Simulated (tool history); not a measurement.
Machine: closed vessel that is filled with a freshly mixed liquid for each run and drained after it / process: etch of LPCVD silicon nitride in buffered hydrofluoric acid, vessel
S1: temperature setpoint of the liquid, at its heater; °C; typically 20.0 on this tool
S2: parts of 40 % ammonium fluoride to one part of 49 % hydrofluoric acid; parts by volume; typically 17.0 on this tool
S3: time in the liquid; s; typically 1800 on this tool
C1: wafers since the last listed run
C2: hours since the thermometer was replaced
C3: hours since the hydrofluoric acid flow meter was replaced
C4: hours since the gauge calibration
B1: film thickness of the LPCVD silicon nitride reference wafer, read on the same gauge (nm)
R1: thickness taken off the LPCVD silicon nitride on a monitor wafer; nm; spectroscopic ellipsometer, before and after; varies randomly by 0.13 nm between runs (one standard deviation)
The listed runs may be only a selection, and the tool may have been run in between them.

run	hour	S1	S2	S3	C1	C2	C3	C4	B1	R1
1	0.0	20.0	17.0	1800	0	1724.8	1059.4	680.0	110.02	13.25
2	37.8	20.0	17.0	1800	2069	1762.6	1097.2	717.8	110.02	13.42
3	113.0	20.0	17.0	1800	4116	1837.8	1172.4	793.0	110.00	13.03
4	163.6	20.0	17.0	1800	2770	1888.4	1223.0	843.6	110.02	13.06
5	233.1	20.0	17.0	1800	3804	1957.9	1292.5	913.1	110.01	13.30
6	309.3	20.0	17.0	1800	4171	2034.1	1368.7	989.3	110.00	13.15
7	412.3	17.0	17.0	1800	5638	2137.1	1471.7	1092.3	110.01	11.16
8	500.0	17.0	17.0	1800	4801	2224.8	1559.4	1180.0	110.00	11.19
9	599.8	17.0	17.0	1800	5463	2324.6	1659.2	1279.8	109.98	11.00
# hour 641.1: thermometer replaced
10	653.3	20.0	17.0	1800	2874	12.2	1712.7	1333.3	110.00	13.06
# hour 716.1: hydrofluoric acid flow meter replaced
11	735.4	20.0	17.0	1800	4439	94.3	19.3	1415.4	110.02	13.11
12	785.9	17.5	17.0	1800	2764	144.8	69.8	1465.9	109.99	11.66
13	834.9	17.5	17.0	1800	2682	193.8	118.8	1514.9	109.99	11.53
14	881.3	20.0	17.0	2655	2540	240.2	165.2	1561.3	109.98	19.84
15	973.7	18.5	23.0	2865	5058	332.6	257.6	1653.7	110.00	14.87
16	1072.9	20.0	17.0	2170	5430	431.8	356.8	1752.9	110.01	15.94
17	1113.2	17.0	11.0	1800	2206	472.1	397.1	1793.2	109.99	17.08
18	1208.6	20.0	17.0	1800	5222	567.5	492.5	1888.6	110.00	13.18
# hour 1261.9: gauge calibrated
19	1305.2	17.0	11.5	1440	5288	664.1	589.1	43.3	110.00	13.26
20	1370.6	18.5	24.0	1800	3580	729.5	654.5	108.7	110.00	9.27
21	1456.5	20.0	17.0	1800	4702	815.4	740.4	194.6	110.01	13.32
22	1498.5	20.0	17.0	2155	2299	857.4	782.4	236.6	109.99	15.87
23	1543.2	23.5	17.0	1800	2447	902.1	827.1	281.3	110.00	16.07
24	1628.9	22.0	20.0	1800	4691	987.8	912.8	367.0	110.00	12.61
25	1697.1	20.0	23.0	1800	3733	1056.0	981.0	435.2	110.01	10.26
26	1767.9	20.0	17.0	1800	3875	1126.8	1051.8	506.0	110.02	13.44
27	1848.5	18.0	23.5	925	4412	1207.4	1132.4	586.6	109.99	4.57
28	1903.3	20.0	17.0	1800	3000	1262.2	1187.2	641.4	109.99	13.34
29	2001.0	23.5	20.5	1235	5348	1359.9	1284.9	739.1	109.99	9.20
30	2070.9	20.0	17.0	1800	3826	1429.8	1354.8	809.0	110.00	13.03
31	2159.6	20.0	17.0	1800	4855	1518.5	1443.5	897.7	110.02	13.29
32	2255.9	25.0	22.5	2560	5271	1614.8	1539.8	994.0	110.00	19.70
33	2337.5	23.0	17.0	2810	4467	1696.4	1621.4	1075.6	110.00	24.61

Here are 3 independent what-if runs from the current tool condition. What would each one return?
A	2338.7	20.0	19.5	1800	65	1697.6	1622.6	1076.8	?	?
B	2338.7	20.0	22.0	1800	65	1697.6	1622.6	1076.8	?	?
C	2338.7	20.0	12.5	1800	65	1697.6	1622.6	1076.8	?	?

run	B1	R1
A	110.01	11.35
B	110.01	10.36
C	110.01	17.58
Stripped of hidden state, with their random variation kept, the same runs would have yielded:
run	R1
A	11.35
B	10.36
C	17.58

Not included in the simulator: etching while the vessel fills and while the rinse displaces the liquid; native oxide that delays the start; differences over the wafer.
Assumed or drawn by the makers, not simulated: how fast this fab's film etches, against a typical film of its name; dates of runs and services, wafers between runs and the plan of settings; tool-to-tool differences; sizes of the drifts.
